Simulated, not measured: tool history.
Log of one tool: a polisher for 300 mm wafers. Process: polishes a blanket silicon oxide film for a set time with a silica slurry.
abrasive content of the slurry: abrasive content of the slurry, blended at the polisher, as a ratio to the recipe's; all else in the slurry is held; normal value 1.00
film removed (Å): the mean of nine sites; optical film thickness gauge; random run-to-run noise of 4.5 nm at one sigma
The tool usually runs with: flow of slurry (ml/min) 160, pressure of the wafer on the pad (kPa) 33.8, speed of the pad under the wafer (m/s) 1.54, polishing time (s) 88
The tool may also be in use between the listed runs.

run   hour  flow of slurry (ml/min)  pressure of the wafer on the pad (kPa)  speed of the pad under the wafer (m/s)  abrasive content of the slurry  polishing time (s)  wafers since the last listed run  wafers polished on this pad  hours since the slurry nozzle was cleaned  hours since the head pressure was calibrated  hours since the slurry blender was calibrated  hours since the conditioning disc was replaced  incoming thickness of the incoming film, nm  film removed (Å)
  1    0.0                      160                                    33.8                                    1.54                            1.00                  88                                 0                         1318                                      457.7                                         758.0                                          290.7                                            56.3                                       1250.9              3991
  2   25.1                      160                                    33.8                                    1.54                            1.00                  88                               330                         1649                                      482.8                                         783.1                                          315.8                                            81.4                                       1232.7              3914
  3   71.6                      160                                    36.5                                    1.54                            1.00                  88                               612                         2262                                      529.3                                         829.6                                          362.3                                           127.9                                       1212.0              4059
  4  106.4                      160                                    33.8                                    1.54                            1.00                  88                               458                         2720                                      564.1                                         864.4                                          397.1                                           162.7                                       1264.5              3765
     126.4  -- slurry blender recalibrated
     154.0  -- worn pad replaced by a new one
  5  165.4                      160                                    33.8                                    1.18                            1.00                  88                               698                          150                                      623.1                                         923.4                                           39.0                                           221.7                                       1243.5              3167
     171.8  -- conditioning disc replaced and pad reconditioned
  6  216.9                      160                                    33.8                                    1.54                            1.00                  88                               652                          802                                      674.6                                         974.9                                           90.5                                            45.1                                       1238.0              4064
  7  247.4                      160                                    33.8                                    1.54                            1.00                  88                               401                         1204                                      705.1                                        1005.4                                          121.0                                            75.6                                       1230.6              3894
  8  303.0                      160                                    33.8                                    1.70                            0.85                  88                               732                         1937                                      760.7                                        1061.0                                          176.6                                           131.2                                       1257.7              3802
     408.3  -- worn pad replaced by a new one
     413.1  -- conditioning disc replaced and pad reconditioned
  9  436.6                      160                                    33.8                                    1.70                            0.85                  88                              1681                          346                                      894.3                                        1194.6                                          310.2                                            23.5                                       1261.9              4025
 10  476.7                      160                                    33.8                                    1.70                            0.85                  88                               528                          875                                      934.4                                        1234.7                                          350.3                                            63.6                                       1232.3              3912
     501.8  -- slurry nozzle cleaned
 11  546.3                      160                                    33.8                                    1.54                            1.00                  88                               904                         1779                                       44.5                                        1304.3                                          419.9                                           133.2                                       1228.4              3848
     580.8  -- slurry blender recalibrated
     645.6  -- worn pad replaced by a new one
     664.5  -- head pressure recalibrated
     695.8  -- conditioning disc replaced and pad reconditioned
 12  734.8                      160                                    24.8                                    1.54                            1.25                  88                              2352                         1123                                      233.0                                          70.3                                          154.0                                            39.0                                       1251.0              3652

Run 13 is up next; what results do you expect?
 13  787.9                      160                                    33.8                                    1.54                            1.20                  68                               699                         1823                                      286.1                                         123.4                                          207.1                                            92.1                                       1234.6                 ?

Logged for run 13: film removed (Å) 3321.
Take away the tool's hidden state, keep the run-to-run variation as it was, and the same run would have given film removed (Å) 3699.
